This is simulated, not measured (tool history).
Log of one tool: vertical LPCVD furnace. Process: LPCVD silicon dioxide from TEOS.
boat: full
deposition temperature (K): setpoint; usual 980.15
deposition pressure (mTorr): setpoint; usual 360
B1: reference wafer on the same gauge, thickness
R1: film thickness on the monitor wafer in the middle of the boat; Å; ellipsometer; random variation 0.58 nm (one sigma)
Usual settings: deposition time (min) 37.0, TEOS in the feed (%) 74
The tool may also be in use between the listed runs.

Run 1, day 0.000: usual settings; B1 335.02. Result: R1 3847.7 Å.
Run 2, day 0.467: usual settings; B1 335.07. Result: R1 3852.6 Å.
Run 3, day 1.121: usual settings; B1 335.05. Result: R1 3852.3 Å.
At day 2.571: pressure gauge zeroed.
Run 4, day 2.592: usual settings but deposition pressure (mTorr) 415, TEOS in the feed (%) 81; B1 334.93. Result: R1 4323.2 Å.
Run 5, day 2.767: usual settings but deposition pressure (mTorr) 415, TEOS in the feed (%) 81; B1 335.06. Result: R1 4327.9 Å.
Run 6, day 3.075: usual settings but deposition pressure (mTorr) 415; B1 334.97. Result: R1 4129.3 Å.
At day 3.292: gauge calibrated.
At day 4.292: thermocouples replaced and temperature profile calibrated.
At day 4.667: TEOS flow controller replaced.
Run 7, day 4.688: usual settings but deposition pressure (mTorr) 415; B1 334.92. Result: R1 4131.7 Å.
Run 8, day 4.862: usual settings; B1 334.94. Result: R1 3841.4 Å.
Run 9, day 5.042: usual settings but TEOS in the feed (%) 64; B1 335.08. Result: R1 3581.2 Å.
Run 10, day 5.217: usual settings but deposition time (min) 24.0, TEOS in the feed (%) 68; B1 335.05. Result: R1 2394.8 Å.
Run 11, day 5.400: usual settings; B1 335.01. Result: R1 3846.3 Å.
Run 12, day 5.688: usual settings but deposition time (min) 31.5, TEOS in the feed (%) 69; B1 334.92. Result: R1 3170.5 Å.
Run 13, day 6.079: usual settings but deposition temperature (K) 991.15, deposition pressure (mTorr) 420, deposition time (min) 23.5, TEOS in the feed (%) 59; B1 334.96. Result: R1 3028.2 Å.
Run 14, day 6.762: usual settings but deposition temperature (K) 971.15, deposition pressure (mTorr) 430; B1 335.03. Result: R1 3418.3 Å.
Run 15, day 7.121: usual settings but deposition time (min) 44.5, TEOS in the feed (%) 81; B1 335.09. Result: R1 4845.3 Å.
Run 16, day 7.429: usual settings but deposition pressure (mTorr) 285, deposition time (min) 25.5, TEOS in the feed (%) 84; B1 334.97. Result: R1 2508.6 Å.

Forecast each of these 3 alternatives for the next run:
Run A, day 7.612: usual settings; B1 ?. Result: R1 ?.
Run B, day 7.612: usual settings but deposition pressure (mTorr) 435, deposition time (min) 26.5, TEOS in the feed (%) 82; B1 ?. Result: R1 ?.
Run C, day 7.612: usual settings but deposition temperature (K) 970.15, deposition pressure (mTorr) 405; B1 ?. Result: R1 ?.

run      B1      R1
  A  335.04  3845.5
  B  335.04  3187.0
  C  335.04  3235.4
Without the tool's hidden state the same runs would have given:
run      R1
  A  3845.5
  B  3187.0
  C  3235.4
